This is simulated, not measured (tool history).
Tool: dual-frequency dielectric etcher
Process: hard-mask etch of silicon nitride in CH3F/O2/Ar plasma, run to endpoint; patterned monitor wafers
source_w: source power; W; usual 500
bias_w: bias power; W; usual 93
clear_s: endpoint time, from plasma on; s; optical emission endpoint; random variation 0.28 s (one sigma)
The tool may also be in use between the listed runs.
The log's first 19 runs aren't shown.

run    hour  source_w  bias_w  incoming incoming film thickness, nm  clear_s
 20   998.3       500      93                                 45.67     56.6
       1044  -- upper electrode replaced
 21  1051.7       500      93                                 45.71     56.5
     1102.8  -- wet clean of the chamber
 22  1118.4       400      75                                 45.64     67.4
 23  1161.1       540      75                                 45.59     57.6
 24  1186.9       620      93                                 45.78     51.1
 25  1218.2       500      93                                 46.05     56.5
 26  1243.8       390      93                                 45.14       63
 27  1312.9       440      93                                 45.87     60.5
 28  1338.8       590      75                                 45.47     54.5
 29    1398       400      93                                 45.75     63.2
 30  1457.1       500      93                                    46       57
     1549.2  -- wet clean of the chamber
 31  1549.7       500      93                                 45.29     56.3
 32  1581.3       580      73                                 45.53     56.3
 33  1605.9       500     114                                 45.36     53.2
 34  1644.1       500      93                                 45.71     56.5
 35  1701.6       550     103                                 45.62     52.1

4 ways to go on from here, each from the tool as it stands after run 35. What would each give?
  A  1702       380      93                                 45.58        ?
  B  1702       500      70                                 45.58        ?
  C  1702       380     101                                 45.58        ?
  D  1702       430      93                                 45.58        ?

run  clear_s
  A     64.9
  B       61
  C     63.2
  D     60.7
Without the tool's hidden state the same runs would have given:
run  clear_s
  A     64.5
  B     60.6
  C     62.8
  D     60.4
